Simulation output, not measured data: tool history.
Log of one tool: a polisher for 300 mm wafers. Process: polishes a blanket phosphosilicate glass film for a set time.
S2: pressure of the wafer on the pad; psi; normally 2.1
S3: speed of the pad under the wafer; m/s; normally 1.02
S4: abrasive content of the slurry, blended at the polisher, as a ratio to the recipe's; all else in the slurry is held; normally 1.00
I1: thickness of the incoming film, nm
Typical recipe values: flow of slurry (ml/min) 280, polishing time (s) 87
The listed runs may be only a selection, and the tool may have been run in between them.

run 1 hour=0.0 | flow_of_slurry_(ml/min)=280 S2=2.1 S3=1.02 S4=1.00 polishing_time_(s)=87 | I1=4676.1 | film_removed_(Å)=4198
run 2 hour=35.5 | flow_of_slurry_(ml/min)=280 S2=2.1 S3=0.80 S4=1.00 polishing_time_(s)=87 | I1=4700.5 | film_removed_(Å)=3705
run 3 hour=63.0 | flow_of_slurry_(ml/min)=280 S2=2.1 S3=0.80 S4=1.00 polishing_time_(s)=87 | I1=4587.5 | film_removed_(Å)=3656
run 4 hour=129.6 | flow_of_slurry_(ml/min)=280 S2=2.1 S3=0.80 S4=1.00 polishing_time_(s)=87 | I1=4672.4 | film_removed_(Å)=3670
run 5 hour=198.8 | flow_of_slurry_(ml/min)=280 S2=2.1 S3=1.02 S4=1.00 polishing_time_(s)=87 | I1=4583.6 | film_removed_(Å)=4131
-- hour=230.6 worn pad replaced by a new one
-- hour=259.6 slurry blender recalibrated
run 6 hour=267.9 | flow_of_slurry_(ml/min)=280 S2=2.1 S3=1.02 S4=1.00 polishing_time_(s)=87 | I1=4654.7 | film_removed_(Å)=4184
-- hour=274.3 conditioning disc replaced and pad reconditioned
-- hour=287.3 slurry nozzle cleaned
run 7 hour=295.4 | flow_of_slurry_(ml/min)=280 S2=2.1 S3=1.02 S4=1.00 polishing_time_(s)=87 | I1=4612.0 | film_removed_(Å)=3868
run 8 hour=365.9 | flow_of_slurry_(ml/min)=280 S2=2.1 S3=1.02 S4=1.15 polishing_time_(s)=87 | I1=4673.5 | film_removed_(Å)=4060
run 9 hour=402.6 | flow_of_slurry_(ml/min)=280 S2=2.1 S3=1.02 S4=1.15 polishing_time_(s)=87 | I1=4634.2 | film_removed_(Å)=4045
run 10 hour=452.6 | flow_of_slurry_(ml/min)=280 S2=2.1 S3=1.02 S4=1.15 polishing_time_(s)=87 | I1=4616.2 | film_removed_(Å)=3952
-- hour=520.7 worn pad replaced by a new one
run 11 hour=522.7 | flow_of_slurry_(ml/min)=280 S2=2.1 S3=1.02 S4=1.00 polishing_time_(s)=87 | I1=4639.7 | film_removed_(Å)=3826
-- hour=585.4 slurry nozzle cleaned, repeated, since the last time left the tool worse
run 12 hour=592.6 | flow_of_slurry_(ml/min)=280 S2=2.1 S3=1.02 S4=1.00 polishing_time_(s)=87 | I1=4640.2 | film_removed_(Å)=4234
-- hour=596.5 conditioning disc replaced and pad reconditioned
-- hour=610.3 slurry blender recalibrated
run 13 hour=787.8 | flow_of_slurry_(ml/min)=350 S2=2.1 S3=1.02 S4=1.20 polishing_time_(s)=96 | I1=4599.3 | film_removed_(Å)=5106

Forecast run 14:
-- hour=794.7 worn pad replaced by a new one
run 14 hour=857.6 | flow_of_slurry_(ml/min)=280 S2=2.1 S3=1.02 S4=1.00 polishing_time_(s)=87 | I1=4655.8 | film_removed_(Å)=?

film removed (Å): 4280
With the hidden condition absent and the run-to-run variation left alone, this run would have shown film removed (Å) 4306.

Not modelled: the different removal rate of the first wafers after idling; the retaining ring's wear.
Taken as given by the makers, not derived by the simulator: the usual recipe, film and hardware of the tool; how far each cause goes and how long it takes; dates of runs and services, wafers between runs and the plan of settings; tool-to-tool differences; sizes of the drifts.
